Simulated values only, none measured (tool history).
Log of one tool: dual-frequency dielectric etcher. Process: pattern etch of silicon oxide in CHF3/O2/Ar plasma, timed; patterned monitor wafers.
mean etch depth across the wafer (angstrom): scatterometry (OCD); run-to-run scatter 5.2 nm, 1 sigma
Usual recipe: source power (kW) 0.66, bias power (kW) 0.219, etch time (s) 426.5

run	hour	source power (kW)	bias power (kW)	etch time (s)	read-back reference wafer on the same gauge, depth_nm	mean etch depth across the wafer (angstrom)
1	0	0.71	0.219	426.5	782.3	9279
2	117.4	0.71	0.219	426.5	784.7	9242
3	164.2	0.66	0.219	426.5	785.9	8881
4	200.3	0.66	0.219	426.5	783.9	8950
5	337.2	0.66	0.219	426.5	782.9	8850
6	390.8	0.7	0.219	426.5	785.2	9260
7	457.5	0.7	0.219	426.5	783.6	9127
8	508.8	0.69	0.24	426.5	786	9493
# hour 582.4: wet clean of the chamber
9	598.6	0.62	0.219	474.5	785.7	9643
10	675.3	0.66	0.184	426.5	785	8558
11	777.8	0.66	0.184	426.5	785	8681
# hour 814.2: upper electrode replaced
12	840.8	0.66	0.184	426.5	785.6	8591
13	885.9	0.81	0.188	521.5	785.8	11706
14	978.7	0.71	0.219	426.5	785.4	9278
15	1066.5	0.66	0.219	426.5	785.5	8873
# hour 1114.9: bias power generator calibrated
# hour 1195.1: wet clean of the chamber
16	1195.6	0.74	0.219	550.5	783.2	12194
17	1243.6	0.66	0.219	426.5	786.4	9008
18	1319.1	0.66	0.199	525	785.8	10796
# hour 1415.5: source power generator calibrated
19	1515.8	0.66	0.247	426.5	784.2	9219
20	1595.5	0.66	0.24	349	786.4	7449
21	1690.6	0.57	0.199	310	784.6	5917
# hour 1714.9: gauge calibrated
# hour 1721.3: wet clean of the chamber
22	1784.1	0.79	0.246	426.5	784.6	10157
23	1887.2	0.77	0.219	426.5	784.8	9688
24	1963	0.66	0.241	533.5	784.6	11449
25	2057.1	0.82	0.269	372.5	786	9064
26	2093.1	0.66	0.219	426.5	783.9	8967
27	2167.4	0.66	0.219	426.5	782.8	8972
# hour 2273.8: wet clean of the chamber
28	2274.3	0.66	0.219	550.5	786	11409
29	2337.6	0.52	0.255	349.5	785.3	6732
30	2414.4	0.66	0.219	473	783.6	9871

The tool's hidden state at each run:
etch rate over this chamber's usual, %: 0 across all the runs
source power that arrives over what is set, %: 0 across all the runs
bias power that arrives over what is set, %: 0 across all the runs
gauge reads high (%): 0 across all the runs

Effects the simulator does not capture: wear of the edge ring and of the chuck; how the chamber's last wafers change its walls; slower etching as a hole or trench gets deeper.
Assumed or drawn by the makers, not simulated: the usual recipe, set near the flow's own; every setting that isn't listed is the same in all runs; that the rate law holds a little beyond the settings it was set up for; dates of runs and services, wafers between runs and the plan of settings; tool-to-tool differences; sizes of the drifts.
